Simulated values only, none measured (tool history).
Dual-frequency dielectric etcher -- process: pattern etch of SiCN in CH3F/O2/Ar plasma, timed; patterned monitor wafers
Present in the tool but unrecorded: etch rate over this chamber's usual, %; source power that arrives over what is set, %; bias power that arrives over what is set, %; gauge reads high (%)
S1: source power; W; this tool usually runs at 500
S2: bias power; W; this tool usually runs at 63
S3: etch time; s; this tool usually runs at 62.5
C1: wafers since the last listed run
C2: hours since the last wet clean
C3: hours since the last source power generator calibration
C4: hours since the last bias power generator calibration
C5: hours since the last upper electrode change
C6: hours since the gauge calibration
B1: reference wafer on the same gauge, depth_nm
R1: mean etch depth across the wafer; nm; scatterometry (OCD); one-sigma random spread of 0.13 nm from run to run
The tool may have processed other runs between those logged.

Run 1, hour 0.0: usual settings; C1 0; C2 148.9; C3 2527.7; C4 4710.0; C5 3543.4; C6 348.3; B1 27.44. Result: R1 25.14 nm.
Run 2, hour 33.8: usual settings; C1 288; C2 182.7; C3 2561.5; C4 4743.8; C5 3577.2; C6 382.1; B1 27.41. Result: R1 25.34 nm.
Run 3, hour 47.9: usual settings but S1 530 W, S3 73.5 s; C1 120; C2 196.8; C3 2575.6; C4 4757.9; C5 3591.3; C6 396.2; B1 27.39. Result: R1 30.83 nm.
Run 4, hour 72.5: usual settings but S1 530 W, S3 73.5 s; C1 209; C2 221.4; C3 2600.2; C4 4782.5; C5 3615.9; C6 420.8; B1 27.44. Result: R1 30.88 nm.
Run 5, hour 85.2: usual settings but S1 530 W, S3 73.5 s; C1 108; C2 234.1; C3 2612.9; C4 4795.2; C5 3628.6; C6 433.5; B1 27.44. Result: R1 31.03 nm.
Run 6, hour 114.9: usual settings; C1 253; C2 263.8; C3 2642.6; C4 4824.9; C5 3658.3; C6 463.2; B1 27.50. Result: R1 25.60 nm.
Run 7, hour 150.0: usual settings but S1 550 W; C1 299; C2 298.9; C3 2677.7; C4 4860.0; C5 3693.4; C6 498.3; B1 27.36. Result: R1 26.94 nm.
Run 8, hour 185.0: usual settings; C1 298; C2 333.9; C3 2712.7; C4 4895.0; C5 3728.4; C6 533.3; B1 27.44. Result: R1 25.93 nm.
At hour 226.8: wet clean of the chamber.
Run 9, hour 227.3: usual settings; C1 155; C2 0.5; C3 2755.0; C4 4937.3; C5 3770.7; C6 575.6; B1 27.43. Result: R1 24.98 nm.
Run 10, hour 227.6: usual settings; C1 2; C2 0.8; C3 2755.3; C4 4937.6; C5 3771.0; C6 575.9; B1 27.48. Result: R1 24.75 nm.
Run 11, hour 259.9: usual settings but S2 72 W; C1 275; C2 33.1; C3 2787.6; C4 4969.9; C5 3803.3; C6 608.2; B1 27.41. Result: R1 25.87 nm.
Run 12, hour 273.4: usual settings but S2 72 W; C1 115; C2 46.6; C3 2801.1; C4 4983.4; C5 3816.8; C6 621.7; B1 27.36. Result: R1 25.77 nm.
At hour 295.0: source power generator calibrated.
At hour 312.4: upper electrode replaced.
Run 13, hour 312.9: usual settings but S1 440 W, S2 75 W, S3 44.0 s; C1 154; C2 86.1; C3 17.9; C4 5022.9; C5 0.5; C6 661.2; B1 27.35. Result: R1 17.41 nm.
Run 14, hour 327.1: usual settings but S2 78 W, S3 75.0 s; C1 120; C2 100.3; C3 32.1; C4 5037.1; C5 14.7; C6 675.4; B1 27.49. Result: R1 31.99 nm.
At hour 330.8: gauge calibrated.
Run 15, hour 356.5: usual settings but S1 400 W, S2 50 W; C1 250; C2 129.7; C3 61.5; C4 5066.5; C5 44.1; C6 25.7; B1 27.46. Result: R1 21.34 nm.
Run 16, hour 372.9: usual settings but S1 470 W; C1 139; C2 146.1; C3 77.9; C4 5082.9; C5 60.5; C6 42.1; B1 27.42. Result: R1 24.77 nm.
At hour 385.8: bias power generator calibrated.
Run 17, hour 389.6: usual settings but S3 76.5 s; C1 108; C2 162.8; C3 94.6; C4 3.8; C5 77.2; C6 58.8; B1 27.47. Result: R1 31.56 nm.
Run 18, hour 402.6: usual settings but S1 420 W, S2 49 W, S3 71.0 s; C1 110; C2 175.8; C3 107.6; C4 16.8; C5 90.2; C6 71.8; B1 27.41. Result: R1 24.77 nm.
Run 19, hour 416.9: usual settings; C1 121; C2 190.1; C3 121.9; C4 31.1; C5 104.5; C6 86.1; B1 27.42. Result: R1 25.55 nm.
Run 20, hour 450.4: usual settings but S2 54 W, S3 78.5 s; C1 285; C2 223.6; C3 155.4; C4 64.6; C5 138.0; C6 119.6; B1 27.35. Result: R1 31.26 nm.
Run 21, hour 470.3: usual settings but S1 420 W, S3 68.0 s; C1 169; C2 243.5; C3 175.3; C4 84.5; C5 157.9; C6 139.5; B1 27.38. Result: R1 25.44 nm.
Run 22, hour 504.1: usual settings but S1 450 W, S3 77.5 s; C1 288; C2 277.3; C3 209.1; C4 118.3; C5 191.7; C6 173.3; B1 27.35. Result: R1 30.59 nm.
At hour 544.1: wet clean of the chamber.
Run 23, hour 554.4: usual settings but S3 76.0 s; C1 224; C2 10.3; C3 259.4; C4 168.6; C5 242.0; C6 223.6; B1 27.40. Result: R1 30.57 nm.
Run 24, hour 588.3: usual settings but S2 70 W, S3 51.5 s; C1 288; C2 44.2; C3 293.3; C4 202.5; C5 275.9; C6 257.5; B1 27.44. Result: R1 21.30 nm.
Run 25, hour 679.6: usual settings; C1 777; C2 135.5; C3 384.6; C4 293.8; C5 367.2; C6 348.8; B1 27.42. Result: R1 25.71 nm.
Run 26, hour 697.6: usual settings but S1 390 W, S2 51 W, S3 69.0 s; C1 153; C2 153.5; C3 402.6; C4 311.8; C5 385.2; C6 366.8; B1 27.38. Result: R1 23.70 nm.
Run 27, hour 730.3: usual settings but S1 580 W, S2 69 W, S3 44.0 s; C1 278; C2 186.2; C3 435.3; C4 344.5; C5 417.9; C6 399.5; B1 27.42. Result: R1 19.81 nm.
Run 28, hour 828.0: usual settings; C1 832; C2 283.9; C3 533.0; C4 442.2; C5 515.6; C6 497.2; B1 27.34. Result: R1 25.96 nm.
At hour 853.9: wet clean of the chamber.
Run 29, hour 854.4: usual settings; C1 20; C2 0.5; C3 559.4; C4 468.6; C5 542.0; C6 523.6; B1 27.34. Result: R1 24.71 nm.

Below are 5 alternative next runs, each starting from the tool's condition after run 29. Predict each:
Run A, hour 854.8: usual settings but S3 48.0 s; C1 3; C2 0.9; C3 559.8; C4 469.0; C5 542.4; C6 524.0; B1 ?. Result: R1 ?.
Run B, hour 854.8: usual settings but S1 540 W, S3 46.5 s; C1 3; C2 0.9; C3 559.8; C4 469.0; C5 542.4; C6 524.0; B1 ?. Result: R1 ?.
Run C, hour 854.8: usual settings but S1 590 W, S2 59 W, S3 67.5 s; C1 3; C2 0.9; C3 559.8; C4 469.0; C5 542.4; C6 524.0; B1 ?. Result: R1 ?.
Run D, hour 854.8: usual settings but S1 550 W, S2 53 W, S3 74.0 s; C1 3; C2 0.9; C3 559.8; C4 469.0; C5 542.4; C6 524.0; B1 ?. Result: R1 ?.
Run E, hour 854.8: usual settings but S3 44.0 s; C1 3; C2 0.9; C3 559.8; C4 469.0; C5 542.4; C6 524.0; B1 ?. Result: R1 ?.

run     B1     R1
  A  27.36  19.01
  B  27.36  19.14
  C  27.36  28.58
  D  27.36  29.53
  E  27.36  17.42
With the hidden condition removed and each run's random variation left untouched, the same runs would have given:
run     R1
  A  19.10
  B  19.23
  C  28.72
  D  29.67
  E  17.50

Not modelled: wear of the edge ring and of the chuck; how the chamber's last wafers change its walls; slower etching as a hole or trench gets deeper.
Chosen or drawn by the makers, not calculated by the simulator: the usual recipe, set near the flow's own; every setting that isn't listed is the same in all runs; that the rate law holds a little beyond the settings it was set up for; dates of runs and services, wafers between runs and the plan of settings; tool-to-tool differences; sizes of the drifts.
